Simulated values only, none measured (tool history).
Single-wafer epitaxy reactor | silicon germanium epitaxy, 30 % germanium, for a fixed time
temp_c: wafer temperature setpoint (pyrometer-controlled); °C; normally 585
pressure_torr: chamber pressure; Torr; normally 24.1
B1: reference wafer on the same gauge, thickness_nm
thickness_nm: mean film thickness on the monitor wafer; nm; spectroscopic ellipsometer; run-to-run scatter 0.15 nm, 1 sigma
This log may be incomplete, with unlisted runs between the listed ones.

Run 1, hour 0: usual settings; B1 45.564. Result: thickness_nm 45.094 nm.
Run 2, hour 25.4: usual settings; B1 45.623. Result: thickness_nm 45.092 nm.
Run 3, hour 79.2: usual settings but pressure_torr 27.6 Torr; B1 45.633. Result: thickness_nm 47.375 nm.
Run 4, hour 106: usual settings; B1 45.667. Result: thickness_nm 44.769 nm.
Run 5, hour 160.8: usual settings; B1 45.68. Result: thickness_nm 45.065 nm.
Run 6, hour 218.1: usual settings; B1 45.67. Result: thickness_nm 45.189 nm.
Run 7, hour 249.1: usual settings; B1 45.601. Result: thickness_nm 44.974 nm.
Run 8, hour 304.9: usual settings; B1 45.65. Result: thickness_nm 45.005 nm.
At hour 316: gauge calibrated.
At hour 362.2: showerhead replaced.
Run 9, hour 362.7: usual settings; B1 44.409. Result: thickness_nm 43.963 nm.
Run 10, hour 425.5: usual settings; B1 44.507. Result: thickness_nm 43.792 nm.
At hour 438.5: pyrometer calibrated.
Run 11, hour 486.9: usual settings; B1 44.683. Result: thickness_nm 44.208 nm.
Run 12, hour 517: usual settings; B1 44.701. Result: thickness_nm 44.108 nm.
Run 13, hour 562.7: usual settings but temp_c 595 °C, pressure_torr 22.2 Torr; B1 44.809. Result: thickness_nm 52.421 nm.
Run 14, hour 634.2: usual settings but temp_c 595 °C, pressure_torr 22.2 Torr; B1 44.924. Result: thickness_nm 52.508 nm.
Run 15, hour 705: usual settings but temp_c 578 °C, pressure_torr 29.7 Torr; B1 45.062. Result: thickness_nm 41.972 nm.
Run 16, hour 747.2: usual settings; B1 45.123. Result: thickness_nm 44.548 nm.
Run 17, hour 800.3: usual settings but temp_c 571 °C, pressure_torr 26.6 Torr; B1 45.167. Result: thickness_nm 34.722 nm.
Run 18, hour 828.4: usual settings; B1 45.277. Result: thickness_nm 44.592 nm.
Run 19, hour 894.8: usual settings but temp_c 599 °C, pressure_torr 21.7 Torr; B1 45.326. Result: thickness_nm 56.406 nm.
Run 20, hour 935.3: usual settings; B1 45.352. Result: thickness_nm 44.621 nm.
Run 21, hour 1005.1: usual settings but temp_c 579 °C, pressure_torr 28.6 Torr; B1 45.397. Result: thickness_nm 42.431 nm.
Run 22, hour 1032.5: usual settings but temp_c 575 °C, pressure_torr 26.5 Torr; B1 45.424. Result: thickness_nm 37.594 nm.
Run 23, hour 1101.5: usual settings but temp_c 571 °C, pressure_torr 22.5 Torr; B1 45.485. Result: thickness_nm 32.254 nm.
At hour 1111.3: capacitance manometer re-zeroed and calibrated.
Run 24, hour 1173: usual settings but temp_c 594 °C, pressure_torr 25.8 Torr; B1 45.401. Result: thickness_nm 55.866 nm.
Run 25, hour 1209.3: usual settings but temp_c 574 °C, pressure_torr 21.5 Torr; B1 45.521. Result: thickness_nm 33.868 nm.
Run 26, hour 1235.9: usual settings but temp_c 578 °C; B1 45.553. Result: thickness_nm 38.71 nm.
Run 27, hour 1295.5: usual settings but temp_c 575 °C, pressure_torr 20.8 Torr; B1 45.447. Result: thickness_nm 34.075 nm.
Run 28, hour 1325.1: usual settings; B1 45.484. Result: thickness_nm 44.909 nm.
Run 29, hour 1363.1: usual settings but temp_c 577 °C, pressure_torr 26.2 Torr; B1 45.473. Result: thickness_nm 39.452 nm.
Run 30, hour 1426.7: usual settings but temp_c 596 °C, pressure_torr 29.5 Torr; B1 45.55. Result: thickness_nm 61.217 nm.
Run 31, hour 1460.1: usual settings but temp_c 577 °C, pressure_torr 27 Torr; B1 45.56. Result: thickness_nm 39.981 nm.
Run 32, hour 1510: usual settings but temp_c 590 °C, pressure_torr 28.4 Torr; B1 45.592. Result: thickness_nm 53.664 nm.
Run 33, hour 1536.8: usual settings but temp_c 597 °C, pressure_torr 20.5 Torr; B1 45.613. Result: thickness_nm 53.467 nm.
Run 34, hour 1564: usual settings but temp_c 599 °C, pressure_torr 20.4 Torr; B1 45.518. Result: thickness_nm 55.82 nm.
Run 35, hour 1604.2: usual settings but temp_c 590 °C; B1 45.6. Result: thickness_nm 49.876 nm.
Run 36, hour 1639.9: usual settings; B1 45.549. Result: thickness_nm 45.028 nm.

Each row is a separate what-if for the run after 36, all from the same tool condition, not one after another. Results?
Run A, hour 1640.3: usual settings but pressure_torr 30 Torr; B1 ?. Result: thickness_nm ?.
Run B, hour 1640.3: usual settings but temp_c 595 °C, pressure_torr 27.8 Torr; B1 ?. Result: thickness_nm ?.
Run C, hour 1640.3: usual settings but temp_c 597 °C, pressure_torr 21.8 Torr; B1 ?. Result: thickness_nm ?.

run      B1  thickness_nm
  A  45.564        49.803
  B  45.564        59.215
  C  45.564        55.242
The same runs, with their run-to-run variation unchanged, on a tool lacking any hidden condition would have given:
run  thickness_nm
  A        48.372
  B        57.513
  C        53.655

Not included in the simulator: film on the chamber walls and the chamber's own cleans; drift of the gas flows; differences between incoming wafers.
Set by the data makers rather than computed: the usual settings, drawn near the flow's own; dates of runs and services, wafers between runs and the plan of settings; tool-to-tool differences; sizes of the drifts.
